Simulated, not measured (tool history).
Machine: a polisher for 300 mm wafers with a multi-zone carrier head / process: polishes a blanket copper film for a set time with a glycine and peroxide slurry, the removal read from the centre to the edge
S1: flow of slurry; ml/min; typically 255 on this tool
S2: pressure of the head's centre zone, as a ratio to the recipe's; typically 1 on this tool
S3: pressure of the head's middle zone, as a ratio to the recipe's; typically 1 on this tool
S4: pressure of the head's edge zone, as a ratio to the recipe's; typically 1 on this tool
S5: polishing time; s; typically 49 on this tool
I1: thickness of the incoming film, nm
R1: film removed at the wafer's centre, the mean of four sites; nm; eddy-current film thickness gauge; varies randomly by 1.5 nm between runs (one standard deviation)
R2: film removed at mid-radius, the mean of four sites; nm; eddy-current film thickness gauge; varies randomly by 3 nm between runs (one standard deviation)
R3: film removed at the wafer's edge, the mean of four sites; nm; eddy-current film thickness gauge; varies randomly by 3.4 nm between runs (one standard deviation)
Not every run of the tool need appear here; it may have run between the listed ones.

{"run": 1, "hour": 0.0, "S1": 295, "S2": 1, "S3": 1, "S4": 1, "S5": 49, "I1": 2248.9, "R1": 240, "R2": 228.9, "R3": 236}
{"hour": 41.6, "done": "edge zone pressure recalibrated"}
{"run": 2, "hour": 43.6, "S1": 165, "S2": 1.04, "S3": 1, "S4": 1, "S5": 49, "I1": 2247.5, "R1": 211.7, "R2": 202, "R3": 214.2}
{"hour": 94.4, "done": "slurry nozzle cleaned"}
{"run": 3, "hour": 118.2, "S1": 215, "S2": 1, "S3": 1, "S4": 1, "S5": 49, "I1": 2276.8, "R1": 247.6, "R2": 239.2, "R3": 237.2}
{"run": 4, "hour": 167.4, "S1": 255, "S2": 1, "S3": 1, "S4": 1, "S5": 49, "I1": 2289, "R1": 251.3, "R2": 244.6, "R3": 243.2}
{"run": 5, "hour": 216.5, "S1": 255, "S2": 0.94, "S3": 0.96, "S4": 1, "S5": 49, "I1": 2282.5, "R1": 234.7, "R2": 234.3, "R3": 236.9}
{"run": 6, "hour": 301.3, "S1": 205, "S2": 1.08, "S3": 1, "S4": 0.93, "S5": 49, "I1": 2243, "R1": 260.5, "R2": 232, "R3": 234.6}
{"run": 7, "hour": 396.9, "S1": 255, "S2": 1, "S3": 1, "S4": 1, "S5": 49, "I1": 2267.5, "R1": 250.2, "R2": 241.9, "R3": 244.3}
{"run": 8, "hour": 442.8, "S1": 215, "S2": 1, "S3": 1.06, "S4": 1.11, "S5": 56, "I1": 2252.3, "R1": 277, "R2": 280.8, "R3": 281.7}
{"hour": 479.0, "done": "worn pad replaced by a new one"}
{"hour": 480.0, "done": "carrier head's membrane replaced by a new one"}
{"run": 9, "hour": 483.7, "S1": 255, "S2": 1, "S3": 1, "S4": 1, "S5": 49, "I1": 2257.2, "R1": 250.6, "R2": 235.9, "R3": 242.2}
{"run": 10, "hour": 572.2, "S1": 255, "S2": 1, "S3": 1, "S4": 1, "S5": 49, "I1": 2265.3, "R1": 249.3, "R2": 236.9, "R3": 245.3}
{"run": 11, "hour": 671.4, "S1": 300, "S2": 1, "S3": 1, "S4": 1, "S5": 49, "I1": 2266.5, "R1": 255, "R2": 243.6, "R3": 237.9}
{"run": 12, "hour": 750.1, "S1": 255, "S2": 1, "S3": 1.07, "S4": 0.92, "S5": 54, "I1": 2276.2, "R1": 270.9, "R2": 271.7, "R3": 248.8}
{"run": 13, "hour": 843.5, "S1": 255, "S2": 1, "S3": 1, "S4": 1, "S5": 49, "I1": 2244, "R1": 245.5, "R2": 225.3, "R3": 235.2}
{"hour": 856.3, "done": "edge zone pressure recalibrated"}
{"hour": 888.9, "done": "slurry nozzle cleaned"}
{"run": 14, "hour": 903.0, "S1": 255, "S2": 0.93, "S3": 1, "S4": 0.94, "S5": 49, "I1": 2220.6, "R1": 245.3, "R2": 244.5, "R3": 231.1}
{"run": 15, "hour": 948.5, "S1": 255, "S2": 1, "S3": 1, "S4": 0.89, "S5": 56, "I1": 2201.5, "R1": 300.5, "R2": 276.9, "R3": 265.1}
{"run": 16, "hour": 1054.6, "S1": 255, "S2": 1, "S3": 1, "S4": 1, "S5": 49, "I1": 2266.4, "R1": 264.2, "R2": 240.7, "R3": 242.7}
{"run": 17, "hour": 1147.4, "S1": 255, "S2": 1, "S3": 1.04, "S4": 1, "S5": 49, "I1": 2264, "R1": 265.7, "R2": 247, "R3": 245.7}
{"hour": 1174.7, "done": "centre zone pressure recalibrated"}
{"run": 18, "hour": 1246.3, "S1": 255, "S2": 1.12, "S3": 1, "S4": 0.92, "S5": 49, "I1": 2256.6, "R1": 272.6, "R2": 241.3, "R3": 233.4}
{"hour": 1264.9, "done": "worn pad replaced by a new one"}
{"run": 19, "hour": 1286.3, "S1": 255, "S2": 1, "S3": 1, "S4": 1.07, "S5": 49, "I1": 2234, "R1": 241.4, "R2": 234, "R3": 249.8}
{"run": 20, "hour": 1334.3, "S1": 255, "S2": 1, "S3": 1, "S4": 1, "S5": 49, "I1": 2228.9, "R1": 242.3, "R2": 234.4, "R3": 243.8}
{"run": 21, "hour": 1382.7, "S1": 255, "S2": 0.96, "S3": 1, "S4": 1, "S5": 38, "I1": 2244.4, "R1": 178.1, "R2": 183.8, "R3": 186.8}
{"run": 22, "hour": 1446.1, "S1": 255, "S2": 0.89, "S3": 1, "S4": 0.91, "S5": 49, "I1": 2237.1, "R1": 213.5, "R2": 239.1, "R3": 225}
{"run": 23, "hour": 1523.8, "S1": 205, "S2": 1, "S3": 1, "S4": 1, "S5": 60, "I1": 2264.5, "R1": 280.6, "R2": 273, "R3": 280.8}

Subtracting, for every run, the result it would have given without the tool's unlogged condition from the measured result gives the following. The same run-to-run variation enters both numbers; the gauge's scatter may not:
Hidden conditions of the tool in this case: removal rate lost through wear of the pad, %; slurry flow missing at the pad, %; deviation of the centre zone's pressure from its setpoint, %; deviation of the edge zone's pressure from its setpoint, %.
run=1 R1=-16.8 R2=-15.3 R3=-11.7
run=2 R1=-31 R2=-26.7 R3=-19.4
run=3 R1=+1.1 R2=-0.6 R3=-0.4
run=4 R1=+0.7 R2=-1.1 R3=-0.8
run=5 R1=+0.4 R2=-1.8 R3=-1.3
run=6 R1=-1.3 R2=-3.7 R3=-2.7
run=7 R1=-1 R2=-4.7 R3=-3.5
run=8 R1=-2.9 R2=-7.6 R3=-5.6
run=9 R1=-1.8 R2=-6.2 R3=-4.7
run=10 R1=-2.7 R2=-7.9 R3=-6.1
run=11 R1=-1.9 R2=-8.8 R3=-6.5
run=12 R1=-5.1 R2=-14 R3=-9.4
run=13 R1=-5.9 R2=-14.1 R3=-10.8
run=14 R1=+11.1 R2=-0.5 R3=-0.4
run=15 R1=+13.8 R2=-1.3 R3=-0.8
run=16 R1=+12.6 R2=-2.6 R3=-2
run=17 R1=+12.9 R2=-4.2 R3=-3.1
run=18 R1=-9.9 R2=-5.8 R3=-4.2
run=19 R1=-9.6 R2=-6.3 R3=-5.1
run=20 R1=-10.6 R2=-7.3 R3=-5.7
run=21 R1=-8.6 R2=-6.5 R3=-4.9
run=22 R1=-11.5 R2=-9.9 R3=-6.9
run=23 R1=-21.2 R2=-17 R3=-12.6

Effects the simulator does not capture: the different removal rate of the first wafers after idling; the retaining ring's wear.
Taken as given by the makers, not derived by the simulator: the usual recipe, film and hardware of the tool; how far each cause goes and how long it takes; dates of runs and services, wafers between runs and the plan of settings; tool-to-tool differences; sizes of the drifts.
